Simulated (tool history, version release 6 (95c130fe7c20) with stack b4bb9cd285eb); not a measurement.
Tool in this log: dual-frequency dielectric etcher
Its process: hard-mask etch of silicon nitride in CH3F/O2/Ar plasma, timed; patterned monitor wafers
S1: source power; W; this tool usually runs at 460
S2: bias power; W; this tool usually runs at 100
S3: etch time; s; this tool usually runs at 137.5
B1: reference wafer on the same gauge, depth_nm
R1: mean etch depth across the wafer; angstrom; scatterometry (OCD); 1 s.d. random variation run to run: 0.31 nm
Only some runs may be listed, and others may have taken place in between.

run 1 hour=0 | S1=410 S2=100 S3=137.5 | B1=120.1 | R1=1092
run 2 hour=58.5 | S1=410 S2=100 S3=137.5 | B1=120 | R1=1093
run 3 hour=95.7 | S1=410 S2=100 S3=137.5 | B1=120.1 | R1=1088
run 4 hour=129.3 | S1=460 S2=100 S3=108 | B1=120 | R1=882
run 5 hour=186.5 | S1=460 S2=100 S3=137.5 | B1=120 | R1=1118
-- hour=228.1 wet clean of the chamber
run 6 hour=248.8 | S1=460 S2=100 S3=137.5 | B1=119.9 | R1=1141
run 7 hour=283.7 | S1=430 S2=100 S3=146 | B1=120.1 | R1=1181
run 8 hour=344.9 | S1=430 S2=100 S3=146 | B1=120.1 | R1=1175
run 9 hour=412.4 | S1=460 S2=100 S3=137.5 | B1=120 | R1=1134
run 10 hour=476.5 | S1=460 S2=100 S3=137.5 | B1=120 | R1=1125
run 11 hour=524 | S1=460 S2=100 S3=137.5 | B1=120.1 | R1=1130
-- hour=543.2 bias power generator calibrated
run 12 hour=572.9 | S1=460 S2=100 S3=112 | B1=120 | R1=924
run 13 hour=608.2 | S1=520 S2=100 S3=137.5 | B1=120 | R1=1168
run 14 hour=663.9 | S1=540 S2=100 S3=137.5 | B1=119.9 | R1=1178
run 15 hour=689.5 | S1=380 S2=88 S3=103 | B1=120 | R1=764
-- hour=717.6 wet clean of the chamber
run 16 hour=742.7 | S1=390 S2=77 S3=137.5 | B1=120 | R1=1008
-- hour=786.2 source power generator calibrated
run 17 hour=813.4 | S1=420 S2=91 S3=137.5 | B1=120.1 | R1=1070
run 18 hour=857.5 | S1=460 S2=100 S3=137.5 | B1=120 | R1=1130
-- hour=981.6 gauge calibrated
run 19 hour=1039.2 | S1=460 S2=100 S3=137.5 | B1=120.1 | R1=1130
run 20 hour=1097.2 | S1=460 S2=78 S3=150.5 | B1=119.8 | R1=1148
run 21 hour=1135.3 | S1=400 S2=119 S3=137.5 | B1=120 | R1=1142
-- hour=1166.4 upper electrode replaced
run 22 hour=1179.1 | S1=490 S2=100 S3=137.5 | B1=119.9 | R1=1148
-- hour=1214.8 wet clean of the chamber
run 23 hour=1295.3 | S1=490 S2=81 S3=178 | B1=119.8 | R1=1410
run 24 hour=1325.5 | S1=410 S2=100 S3=137.5 | B1=120 | R1=1094
run 25 hour=1394 | S1=460 S2=100 S3=121 | B1=120 | R1=999
run 26 hour=1430 | S1=460 S2=100 S3=137.5 | B1=119.9 | R1=1126
run 27 hour=1470.4 | S1=390 S2=87 S3=125.5 | B1=120 | R1=945
run 28 hour=1537.7 | S1=460 S2=100 S3=137.5 | B1=120 | R1=1128
run 29 hour=1609.3 | S1=530 S2=114 S3=137.5 | B1=120.1 | R1=1228

What if the next run were any one of these 3? Each begins from the tool's condition after run 29:
run A hour=1609.8 | S1=510 S2=100 S3=137.5 | B1=? | R1=?
run B hour=1609.8 | S1=540 S2=122 S3=162 | B1=? | R1=?
run C hour=1609.8 | S1=460 S2=91 S3=137.5 | B1=? | R1=?

run=A B1=119.9 R1=1166
run=B B1=119.9 R1=1488
run=C B1=119.9 R1=1098
What these runs would have given with no unlogged condition in the tool:
run=A R1=1180
run=B R1=1506
run=C R1=1111
